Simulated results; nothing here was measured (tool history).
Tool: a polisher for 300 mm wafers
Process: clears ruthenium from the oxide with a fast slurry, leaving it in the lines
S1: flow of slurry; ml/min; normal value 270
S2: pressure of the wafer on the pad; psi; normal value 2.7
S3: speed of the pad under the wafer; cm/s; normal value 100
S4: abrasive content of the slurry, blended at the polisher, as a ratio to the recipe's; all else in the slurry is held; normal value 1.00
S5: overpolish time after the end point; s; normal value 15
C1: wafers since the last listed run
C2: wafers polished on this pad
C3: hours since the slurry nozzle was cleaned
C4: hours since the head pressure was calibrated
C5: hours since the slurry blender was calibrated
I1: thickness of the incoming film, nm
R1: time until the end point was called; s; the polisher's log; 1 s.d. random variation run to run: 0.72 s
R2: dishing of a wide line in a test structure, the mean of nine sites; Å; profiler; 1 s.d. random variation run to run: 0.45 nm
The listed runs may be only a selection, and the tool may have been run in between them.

run   hour   S1   S2   S3    S4  S5   C1    C2     C3     C4     C5     I1     R1   R2
  1    0.0  270  2.7  100  1.00  15    0   397  588.9  465.8   88.7  245.6   72.8  300
  2   52.4  320  2.7  100  1.00  15  418   816  641.3  518.2  141.1  247.8   70.6  300
  3   86.3  270  2.7  100  1.00  15  270  1086  675.2  552.1  175.0  249.7   72.8  300
     125.0  -- slurry blender recalibrated
     127.2  -- slurry nozzle cleaned
  4  189.9  270  2.7  100  1.00  15  803  1890   62.7  655.7   64.9  248.2   71.5  301
     200.8  -- worn pad replaced by a new one
  5  209.1  270  2.7  100  1.00  15  121    66   81.9  674.9   84.1  254.3   74.6  302
  6  244.0  270  3.1  100  1.00  15  278   345  116.8  709.8  119.0  254.6   63.2  327
  7  269.1  270  3.1  100  1.00  15  200   545  141.9  734.9  144.1  247.7   60.6  314
  8  295.2  270  2.7  100  1.00  15  208   754  168.0  761.0  170.2  253.0   71.7  311
  9  322.8  270  2.7  100  1.00  15  220   974  195.6  788.6  197.8  250.8   71.1  297
     353.6  -- head pressure recalibrated
 10  354.1  270  2.7  100  1.00  15  234  1208  226.9    0.5  229.1  249.9   74.3  303
     362.7  -- slurry blender recalibrated
 11  384.9  270  2.7  100  1.00  15  230  1438  257.7   31.3   22.2  250.0   75.9  297
 12  401.2  220  2.7  130  0.85  10  130  1568  274.0   47.6   38.5  247.5   61.2  262
     421.9  -- worn pad replaced by a new one
 13  427.2  270  2.7  100  1.00  15  175    42  300.0   73.6   64.5  249.2   74.6  303
 14  451.4  270  3.1  100  1.00  15  193   235  324.2   97.8   88.7  249.4   65.6  319
 15  486.2  225  3.1  100  0.75  15  278   513  359.0  132.6  123.5  248.6   72.0  304
 16  521.8  270  3.5  100  1.30  21  284   798  394.6  168.2  159.1  251.0   52.8  375
 17  549.2  215  2.7   82  0.70  23  218  1016  422.0  195.6  186.5  249.6  104.0  321
 18  565.1  270  2.7  100  1.00  15  127  1144  437.9  211.5  202.4  250.9   75.6  297
 19  595.7  270  2.7  100  1.00  18  244  1388  468.5  242.1  233.0  248.8   72.6  325
     612.5  -- slurry blender recalibrated
     616.7  -- worn pad replaced by a new one
 20  620.4  270  2.7  100  1.00  15  149    29  493.2  266.8    7.9  251.1   74.4  294
 21  656.2  220  3.2  100  0.75   9  286   315  529.0  302.6   43.7  246.4   69.4  235
 22  673.2  270  2.7  100  1.20  22  135   451  546.0  319.6   60.7  253.7   72.0  350
 23  685.8  190  2.7  100  1.00  15  100   552  558.6  332.2   73.3  248.6   76.6  289
 24  719.3  270  2.7  100  1.00  15  267   819  592.1  365.7  106.8  250.4   74.2  296
 25  748.1  230  2.7  100  1.15   7  230  1049  620.9  394.5  135.6  253.8   72.6  191
 26  821.7  270  2.7  100  0.80  15  587  1637  694.5  468.1  209.2  250.6   78.5  284
     837.7  -- worn pad replaced by a new one
 27  838.7  270  3.2  134  1.00  21  103     8  711.5  485.1  226.2  248.4   45.9  401

The tool's hidden state at each run:
removal rate lost through wear of the pad, %: 0 across all the runs
slurry flow missing at the pad, %: 0 across all the runs
abrasive missing from the slurry, %: 0 across all the runs
H1: deviation of the head's pressure from its setpoint, %
run    H1
  1  2.56
  2  3.04
  3  3.38
  4  4.55
  5  4.79
  6  5.24
  7  5.58
  8  5.95
  9  6.35
 10  1.15
 11  1.16
 12  1.17
 13   1.2
 14  1.24
 15  1.31
 16  1.41
 17   1.5
 18  1.56
 19  1.69
 20  1.81
 21     2
 22   2.1
 23  2.18
 24   2.4
 25   2.6
 26   3.2
 27  3.35

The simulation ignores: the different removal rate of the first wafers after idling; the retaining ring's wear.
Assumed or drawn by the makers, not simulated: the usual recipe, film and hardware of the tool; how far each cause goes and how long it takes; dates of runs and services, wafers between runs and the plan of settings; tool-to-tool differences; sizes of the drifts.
